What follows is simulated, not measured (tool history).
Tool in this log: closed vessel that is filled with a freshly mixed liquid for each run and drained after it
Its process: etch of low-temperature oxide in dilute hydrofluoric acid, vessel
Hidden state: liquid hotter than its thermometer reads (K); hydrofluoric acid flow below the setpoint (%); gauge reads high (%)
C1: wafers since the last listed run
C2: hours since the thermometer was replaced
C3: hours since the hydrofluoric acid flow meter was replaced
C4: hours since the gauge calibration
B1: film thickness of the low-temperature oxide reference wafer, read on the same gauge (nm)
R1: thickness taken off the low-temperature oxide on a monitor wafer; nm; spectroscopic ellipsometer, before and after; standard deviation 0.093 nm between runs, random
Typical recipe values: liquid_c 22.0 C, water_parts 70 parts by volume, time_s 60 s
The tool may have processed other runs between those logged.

run 1 hour=0.0 | liquid_c=23.5 water_parts=70 time_s=60 | C1=0 C2=478.2 C3=2030.9 C4=91.0 | B1=99.98 | R1=15.84
run 2 hour=15.1 | liquid_c=22.0 water_parts=70 time_s=45 | C1=1646 C2=493.3 C3=2046.0 C4=106.1 | B1=100.00 | R1=11.22
run 3 hour=23.6 | liquid_c=22.0 water_parts=70 time_s=45 | C1=926 C2=501.8 C3=2054.5 C4=114.6 | B1=100.02 | R1=11.28
run 4 hour=37.3 | liquid_c=22.0 water_parts=70 time_s=60 | C1=1493 C2=515.5 C3=2068.2 C4=128.3 | B1=100.00 | R1=14.94
run 5 hour=47.1 | liquid_c=22.0 water_parts=70 time_s=60 | C1=1068 C2=525.3 C3=2078.0 C4=138.1 | B1=100.00 | R1=15.20
run 6 hour=59.9 | liquid_c=22.0 water_parts=70 time_s=60 | C1=1395 C2=538.1 C3=2090.8 C4=150.9 | B1=99.97 | R1=15.09
run 7 hour=76.0 | liquid_c=22.0 water_parts=70 time_s=60 | C1=1755 C2=554.2 C3=2106.9 C4=167.0 | B1=100.02 | R1=15.32
run 8 hour=88.2 | liquid_c=22.0 water_parts=70 time_s=60 | C1=1330 C2=566.4 C3=2119.1 C4=179.2 | B1=100.03 | R1=15.46
run 9 hour=99.6 | liquid_c=22.0 water_parts=70 time_s=60 | C1=1242 C2=577.8 C3=2130.5 C4=190.6 | B1=99.96 | R1=15.26
-- hour=109.8 gauge calibrated
run 10 hour=120.6 | liquid_c=22.0 water_parts=70 time_s=60 | C1=2289 C2=598.8 C3=2151.5 C4=10.8 | B1=99.97 | R1=15.26
-- hour=125.6 thermometer replaced
run 11 hour=131.7 | liquid_c=22.0 water_parts=70 time_s=60 | C1=1101 C2=6.1 C3=2162.6 C4=21.9 | B1=100.01 | R1=13.93
run 12 hour=140.9 | liquid_c=22.0 water_parts=105 time_s=60 | C1=1003 C2=15.3 C3=2171.8 C4=31.1 | B1=99.99 | R1=8.89
run 13 hour=154.8 | liquid_c=22.0 water_parts=70 time_s=45 | C1=1515 C2=29.2 C3=2185.7 C4=45.0 | B1=100.03 | R1=10.45
run 14 hour=165.8 | liquid_c=18.0 water_parts=45 time_s=45 | C1=1199 C2=40.2 C3=2196.7 C4=56.0 | B1=100.02 | R1=14.19
run 15 hour=182.5 | liquid_c=22.0 water_parts=70 time_s=60 | C1=1820 C2=56.9 C3=2213.4 C4=72.7 | B1=100.00 | R1=14.11
-- hour=189.6 hydrofluoric acid flow meter replaced
run 16 hour=192.1 | liquid_c=22.0 water_parts=70 time_s=60 | C1=937 C2=66.5 C3=2.5 C4=82.3 | B1=100.02 | R1=13.99
run 17 hour=209.7 | liquid_c=22.0 water_parts=50 time_s=60 | C1=1918 C2=84.1 C3=20.1 C4=99.9 | B1=100.01 | R1=20.31
run 18 hour=220.4 | liquid_c=20.5 water_parts=70 time_s=60 | C1=1166 C2=94.8 C3=30.8 C4=110.6 | B1=100.00 | R1=13.19
run 19 hour=234.7 | liquid_c=22.0 water_parts=70 time_s=60 | C1=1559 C2=109.1 C3=45.1 C4=124.9 | B1=100.00 | R1=14.24
run 20 hour=244.1 | liquid_c=18.0 water_parts=85 time_s=50 | C1=1024 C2=118.5 C3=54.5 C4=134.3 | B1=100.01 | R1=8.09
run 21 hour=252.1 | liquid_c=25.5 water_parts=95 time_s=90 | C1=872 C2=126.5 C3=62.5 C4=142.3 | B1=100.03 | R1=17.57
run 22 hour=266.5 | liquid_c=22.0 water_parts=85 time_s=80 | C1=1569 C2=140.9 C3=76.9 C4=156.7 | B1=99.98 | R1=15.29

4 ways to go on from here, each from the tool as it stands after run 22. What would each give?
run A hour=267.2 | liquid_c=22.0 water_parts=95 time_s=60 | C1=76 C2=141.6 C3=77.6 C4=157.4 | B1=? | R1=?
run B hour=267.2 | liquid_c=17.5 water_parts=45 time_s=35 | C1=76 C2=141.6 C3=77.6 C4=157.4 | B1=? | R1=?
run C hour=267.2 | liquid_c=26.5 water_parts=70 time_s=60 | C1=76 C2=141.6 C3=77.6 C4=157.4 | B1=? | R1=?
run D hour=267.2 | liquid_c=22.0 water_parts=100 time_s=35 | C1=76 C2=141.6 C3=77.6 C4=157.4 | B1=? | R1=?

run=A B1=99.99 R1=10.26
run=B B1=99.99 R1=11.10
run=C B1=99.99 R1=17.20
run=D B1=99.99 R1=5.65
Stripped of hidden state, with their random variation kept, the same runs would have yielded:
run=A R1=10.00
run=B R1=10.81
run=C R1=16.78
run=D R1=5.51
